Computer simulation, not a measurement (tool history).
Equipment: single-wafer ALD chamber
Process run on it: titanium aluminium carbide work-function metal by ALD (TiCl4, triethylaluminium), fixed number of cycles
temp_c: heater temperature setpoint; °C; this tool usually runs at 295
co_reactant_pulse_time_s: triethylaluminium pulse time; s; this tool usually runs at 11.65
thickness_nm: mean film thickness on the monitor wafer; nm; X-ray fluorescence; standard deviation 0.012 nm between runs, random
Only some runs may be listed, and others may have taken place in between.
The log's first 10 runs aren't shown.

run,day,temp_c,co_reactant_pulse_time_s,wafers since the last listed run,hours since the last thermocouple change,hours since the last triethylaluminium bottle change,hours since the showerhead was replaced,hours since the gauge calibration,"read-back reference wafer on the same gauge, thickness_nm",thickness_nm
11,13.567,295,13.17,153,2494.8,260.1,5725.1,126.6,1.791,2.211
12,14.667,303,7.9,287,2521.2,286.5,5751.5,153,1.792,2.125
# day 15.038: showerhead replaced
13,16.688,295,11.65,441,2569.7,335,39.6,201.5,1.789,2.184
14,18.117,280,11.65,373,2604,369.3,73.9,235.8,1.79,2.066
15,18.738,284,15.83,162,2618.9,384.2,88.8,250.7,1.797,2.163
16,19.329,284,11.65,154,2633.1,398.4,103,264.9,1.785,2.122
17,20.704,306,10.18,359,2666.1,431.4,136,297.9,1.788,2.249
18,21.658,288,14.28,249,2689,454.3,158.9,320.8,1.79,2.155
19,22.546,289,9.41,232,2710.3,475.6,180.2,342.1,1.788,2.078
20,23.679,280,9.53,296,2737.5,502.8,207.4,369.3,1.79,2.014
21,24.408,295,11.65,190,2755,520.3,224.9,386.8,1.791,2.167
# day 25.696: thermocouple changed; heater temperature recalibrated
22,25.717,295,7.19,254,0.5,551.7,256.3,418.2,1.79,1.974
23,26.283,295,9.63,148,14.1,565.3,269.9,431.8,1.793,2.127
24,27.408,290,7.05,294,41.1,592.3,296.9,458.8,1.79,1.939
25,28.296,302,11.65,232,62.4,613.6,318.2,480.1,1.789,2.232
26,28.821,307,8.14,137,75,626.2,330.8,492.7,1.79,2.131
27,29.388,306,15.66,148,88.6,639.8,344.4,506.3,1.791,2.303
28,31.012,295,10.15,424,127.6,678.8,383.4,545.3,1.786,2.118
29,32.325,295,11.65,343,159.1,710.3,414.9,576.8,1.792,2.175
30,32.858,304,15.49,139,171.9,723.1,427.7,589.6,1.79,2.306
31,34.292,301,11.65,374,206.3,757.5,462.1,624,1.787,2.252
32,35.142,308,8.99,222,226.7,777.9,482.5,644.4,1.788,2.198
33,36.604,303,7.9,382,261.8,813,517.6,679.5,1.792,2.077

Consider 4 possible next runs. They are alternatives, not a sequence: every one starts from the tool as it was left by run 33. What does each give?
A,36.621,295,15.16,4,262.2,813.4,518,679.9,?,?
B,36.621,303,9.97,4,262.2,813.4,518,679.9,?,?
C,36.621,285,9.43,4,262.2,813.4,518,679.9,?,?
D,36.621,281,9.24,4,262.2,813.4,518,679.9,?,?

run,"read-back reference wafer on the same gauge, thickness_nm",thickness_nm
A,1.789,2.208
B,1.789,2.173
C,1.789,2.004
D,1.789,1.963
Had the tool no hidden state, the same runs would have come out as:
run,thickness_nm
A,2.223
B,2.228
C,2.062
D,2.023
